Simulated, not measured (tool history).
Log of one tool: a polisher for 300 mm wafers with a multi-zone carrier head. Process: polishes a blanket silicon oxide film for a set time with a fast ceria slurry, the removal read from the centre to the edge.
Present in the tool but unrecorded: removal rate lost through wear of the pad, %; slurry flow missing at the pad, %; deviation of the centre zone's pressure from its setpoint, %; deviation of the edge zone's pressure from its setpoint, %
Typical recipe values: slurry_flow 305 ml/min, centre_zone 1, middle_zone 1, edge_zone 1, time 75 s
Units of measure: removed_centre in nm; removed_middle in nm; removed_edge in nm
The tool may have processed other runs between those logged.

| run | hour | slurry_flow | centre_zone | middle_zone | edge_zone | time | wafers since the last listed run | wafers polished on this pad | hours since the slurry nozzle was cleaned | hours since the centre zone pressure was calibrated | hours since the edge zone pressure was calibrated | hours since the carrier head's membrane was replaced | incoming thickness of the incoming film, nm | removed_centre | removed_middle | removed_edge |
|---|---|---|---|---|---|---|---|---|---|---|---|---|---|---|---|---|
| 1 | 0 | 305 | 1 | 1 | 1 | 75 | 0 | 1232 | 149.7 | 125.1 | 319.5 | 577.5 | 2922 | 781 | 787.1 | 814 |
| 2 | 42.1 | 305 | 1 | 1 | 1 | 75 | 330 | 1563 | 191.8 | 167.2 | 361.6 | 619.6 | 2903.3 | 775.6 | 788.8 | 795.8 |
| 3 | 108.7 | 305 | 1 | 1 | 1 | 75 | 522 | 2085 | 258.4 | 233.8 | 428.2 | 686.2 | 2895.3 | 769.7 | 777.2 | 790.5 |
|  | 119.9 | slurry nozzle cleaned |
|  | 127.7 | worn pad replaced by a new one |
| 4 | 139.3 | 305 | 1 | 1 | 1 | 75 | 200 | 91 | 19.4 | 264.4 | 458.8 | 716.8 | 2967 | 804.9 | 821.6 | 825.9 |
| 5 | 188.3 | 305 | 1 | 1 | 1 | 75 | 384 | 475 | 68.4 | 313.4 | 507.8 | 765.8 | 2973.5 | 790.1 | 812.4 | 817.8 |
|  | 236.4 | centre zone pressure recalibrated |
| 6 | 254.4 | 305 | 1 | 1.09 | 1 | 75 | 503 | 978 | 134.5 | 18 | 573.9 | 831.9 | 2923.9 | 795.6 | 848.1 | 816.8 |
|  | 282.8 | edge zone pressure recalibrated |
| 7 | 325.9 | 305 | 1 | 1 | 1 | 75 | 545 | 1524 | 206 | 89.5 | 43.1 | 903.4 | 2937 | 777.4 | 805.4 | 812.6 |
|  | 392.1 | slurry nozzle cleaned |
| 8 | 393.7 | 305 | 1 | 1 | 1 | 75 | 524 | 2048 | 1.6 | 157.3 | 110.9 | 971.2 | 2940 | 760.2 | 784.1 | 797.1 |
|  | 413.5 | worn pad replaced by a new one |
| 9 | 455.5 | 240 | 1 | 0.92 | 1 | 75 | 453 | 329 | 63.4 | 219.1 | 172.7 | 1033 | 2928.2 | 782.2 | 735.9 | 815 |
| 10 | 517.5 | 305 | 1 | 1 | 1 | 75 | 486 | 816 | 125.4 | 281.1 | 234.7 | 1095 | 2884.4 | 783.9 | 776.7 | 821 |
|  | 633.5 | centre zone pressure recalibrated |
| 11 | 687.8 | 380 | 1 | 0.96 | 1.06 | 75 | 1320 | 2137 | 295.7 | 54.3 | 405 | 1265.3 | 2939.1 | 786 | 766.8 | 834.7 |
|  | 694.2 | slurry nozzle cleaned |
|  | 739.4 | worn pad replaced by a new one |
| 12 | 745 | 305 | 0.92 | 1 | 1 | 75 | 409 | 43 | 50.8 | 111.5 | 462.2 | 1322.5 | 2928.2 | 747.6 | 810.6 | 829 |
| 13 | 796.3 | 265 | 1 | 1 | 1 | 94 | 402 | 446 | 102.1 | 162.8 | 513.5 | 1373.8 | 2901.7 | 992.4 | 990.8 | 1038.4 |
| 14 | 843.8 | 250 | 1 | 0.89 | 1.05 | 50 | 372 | 819 | 149.6 | 210.3 | 561 | 1421.3 | 2872.4 | 516.6 | 488.3 | 546.3 |
|  | 865 | edge zone pressure recalibrated |
| 15 | 889.1 | 305 | 1 | 1.11 | 1 | 75 | 339 | 1158 | 194.9 | 255.6 | 24.1 | 1466.6 | 2925.1 | 788.3 | 859.1 | 812.7 |
|  | 915.6 | carrier head's membrane replaced by a new one |
| 16 | 938.2 | 340 | 1 | 1.07 | 1 | 87 | 346 | 1504 | 244 | 304.7 | 73.2 | 22.6 | 2923.9 | 902.2 | 973.9 | 935.9 |
| 17 | 970.5 | 305 | 1.09 | 1 | 1.04 | 75 | 253 | 1758 | 276.3 | 337 | 105.5 | 54.9 | 2934 | 840.8 | 780.5 | 806.8 |
|  | 981.9 | slurry nozzle cleaned |
|  | 1010.8 | centre zone pressure recalibrated |
| 18 | 1021.5 | 305 | 1 | 1.04 | 1 | 75 | 376 | 2135 | 39.6 | 10.7 | 156.5 | 105.9 | 2878.9 | 765.5 | 797.4 | 789.8 |
|  | 1027.9 | worn pad replaced by a new one |
| 19 | 1073.5 | 305 | 1 | 1 | 1 | 75 | 376 | 358 | 91.6 | 62.7 | 208.5 | 157.9 | 2921 | 798.3 | 812.5 | 839.4 |
| 20 | 1118.2 | 350 | 1.11 | 1 | 1 | 75 | 350 | 708 | 136.3 | 107.4 | 253.2 | 202.6 | 2920.4 | 894.4 | 807.1 | 824.1 |
| 21 | 1169.5 | 305 | 1 | 1 | 1 | 60 | 402 | 1111 | 187.6 | 158.7 | 304.5 | 253.9 | 2951.3 | 630.4 | 645 | 647.1 |
| 22 | 1215.6 | 305 | 1.11 | 1 | 1 | 75 | 361 | 1473 | 233.7 | 204.8 | 350.6 | 300 | 2936.8 | 873.8 | 806.5 | 809.9 |

Predict each of these 4 candidate next runs independently; none follows another, all start after run 22:
| A | 1216 | 305 | 1 | 1 | 1 | 75 | 3 | 1476 | 234.1 | 205.2 | 351 | 300.4 | 2887.8 | ? | ? | ? |
| B | 1216 | 305 | 0.93 | 1 | 1 | 75 | 3 | 1476 | 234.1 | 205.2 | 351 | 300.4 | 2887.8 | ? | ? | ? |
| C | 1216 | 380 | 1.08 | 1 | 1 | 82 | 3 | 1476 | 234.1 | 205.2 | 351 | 300.4 | 2887.8 | ? | ? | ? |
| D | 1216 | 305 | 0.91 | 1 | 1 | 75 | 3 | 1476 | 234.1 | 205.2 | 351 | 300.4 | 2887.8 | ? | ? | ? |

| run | removed_centre | removed_middle | removed_edge |
|---|---|---|---|
| A | 779.8 | 784.3 | 800.7 |
| B | 724.8 | 784.6 | 800.7 |
| C | 938.3 | 871.4 | 886.5 |
| D | 709.1 | 784.7 | 800.7 |
With the hidden condition removed and each run's random variation left untouched, the same runs would have given:
| run | removed_centre | removed_middle | removed_edge |
|---|---|---|---|
| A | 808.7 | 813.4 | 830.3 |
| B | 751.7 | 813.7 | 830.3 |
| C | 973.1 | 903.7 | 919.4 |
| D | 735.4 | 813.8 | 830.3 |
